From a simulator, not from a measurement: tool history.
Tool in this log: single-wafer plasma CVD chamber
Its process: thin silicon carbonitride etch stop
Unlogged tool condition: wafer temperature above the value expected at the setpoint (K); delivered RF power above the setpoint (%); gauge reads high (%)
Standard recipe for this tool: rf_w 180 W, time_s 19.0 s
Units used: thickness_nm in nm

run     day  rf_w  time_s  wafers since the last listed run  hours since the last thermocouple change  hours since the last RF generator calibration  hours since the showerhead was replaced  hours since the gauge calibration  read-back reference wafer on the same gauge, thickness_nm  thickness_nm
  1   0.000   180    19.0                                 0                                     750.6                                         1461.8                                   4353.1                              169.8                                                     11.001        10.630
  2   0.321   180    19.0                               204                                     758.3                                         1469.5                                   4360.8                              177.5                                                     11.003        10.624
  3   0.796   180    19.0                               302                                     769.7                                         1480.9                                   4372.2                              188.9                                                     11.001        10.651
  4   1.175   180    20.1                               241                                     778.8                                         1490.0                                   4381.3                              198.0                                                     11.001        11.236
  5   1.588   180    20.1                               262                                     788.7                                         1499.9                                   4391.2                              207.9                                                     11.004        11.234
  6   2.171   180    19.0                               371                                     802.7                                         1513.9                                   4405.2                              221.9                                                     11.004        10.606
  7   2.562   180    19.0                               249                                     812.1                                         1523.3                                   4414.6                              231.3                                                     11.001        10.626
  8   2.912   180    19.0                               222                                     820.5                                         1531.7                                   4423.0                              239.7                                                     11.000        10.605
  9   3.204   180    19.0                               185                                     827.5                                         1538.7                                   4430.0                              246.7                                                     10.998        10.607
 10   3.471   180    19.0                               169                                     833.9                                         1545.1                                   4436.4                              253.1                                                     10.999        10.625
 11   4.079   180    19.0                               387                                     848.5                                         1559.7                                   4451.0                              267.7                                                     10.996        10.609
 12   4.338   180    19.0                               164                                     854.7                                         1565.9                                   4457.2                              273.9                                                     11.001        10.607
 13   4.950   200    19.0                               389                                     869.4                                         1580.6                                   4471.9                              288.6                                                     10.996        10.835
 14   5.333   200    19.0                               243                                     878.6                                         1589.8                                   4481.1                              297.8                                                     10.996        10.837
 15   5.617   180    19.0                               180                                     885.4                                         1596.6                                   4487.9                              304.6                                                     11.002        10.599
      6.488  -- RF generator calibrated
      6.812  -- showerhead replaced
 16   6.833   180    19.0                               354                                     914.6                                            8.3                                      0.5                              333.8                                                     11.001        10.644
 17   6.846   180    19.0                                 7                                     914.9                                            8.6                                      0.8                              334.1                                                     11.000        10.614
 18   7.383   180    17.8                               341                                     927.8                                           21.5                                     13.7                              347.0                                                     10.993         9.974
      7.504  -- gauge calibrated
 19   7.704   180    19.0                               204                                     935.5                                           29.2                                     21.4                                4.8                                                     11.000        10.603
 20   8.121   170    22.4                               265                                     945.5                                           39.2                                     31.4                               14.8                                                     11.000        12.390
 21   8.533   210    17.9                               262                                     955.4                                           49.1                                     41.3                               24.7                                                     10.997        10.348
      9.554  -- thermocouple changed; heater temperature recalibrated
 22  10.346   190    16.4                               941                                      19.0                                           92.6                                     84.8                               68.2                                                     10.995         9.290
 23  10.779   160    16.5                               275                                      29.4                                          103.0                                     95.2                               78.6                                                     10.999         9.022
 24  11.158   150    20.3                               241                                      38.5                                          112.1                                    104.3                               87.7                                                     11.004        10.927
 25  11.512   215    20.9                               225                                      47.0                                          120.6                                    112.8                               96.2                                                     11.000        12.071
 26  12.088   215    19.0                               365                                      60.8                                          134.4                                    126.6                              110.0                                                     11.001        11.006
 27  12.408   200    19.0                               204                                      68.5                                          142.1                                    134.3                              117.7                                                     10.996        10.848
 28  13.142   155    19.0                               466                                      86.1                                          159.7                                    151.9                              135.3                                                     10.999        10.327
 29  13.888   180    19.0                               474                                     104.0                                          177.6                                    169.8                              153.2                                                     11.000        10.614
 30  14.167   180    16.1                               177                                     110.7                                          184.3                                    176.5                              159.9                                                     11.004         9.005
 31  14.746   155    20.8                               368                                     124.6                                          198.2                                    190.4                              173.8                                                     11.002        11.336
 32  15.475   195    22.6                               463                                     142.1                                          215.7                                    207.9                              191.3                                                     10.999        12.846
 33  15.729   180    19.0                               161                                     148.2                                          221.8                                    214.0                              197.4                                                     11.000        10.619
 34  16.212   155    22.3                               307                                     159.8                                          233.4                                    225.6                              209.0                                                     11.004        12.103
 35  16.596   150    16.3                               243                                     169.0                                          242.6                                    234.8                              218.2                                                     10.997         8.790

For each run, what was the tool's unlogged condition?
wafer temperature above the value expected at the setpoint (K): 0 across all the runs
delivered RF power above the setpoint (%): 0 across all the runs
gauge reads high (%): 0 across all the runs

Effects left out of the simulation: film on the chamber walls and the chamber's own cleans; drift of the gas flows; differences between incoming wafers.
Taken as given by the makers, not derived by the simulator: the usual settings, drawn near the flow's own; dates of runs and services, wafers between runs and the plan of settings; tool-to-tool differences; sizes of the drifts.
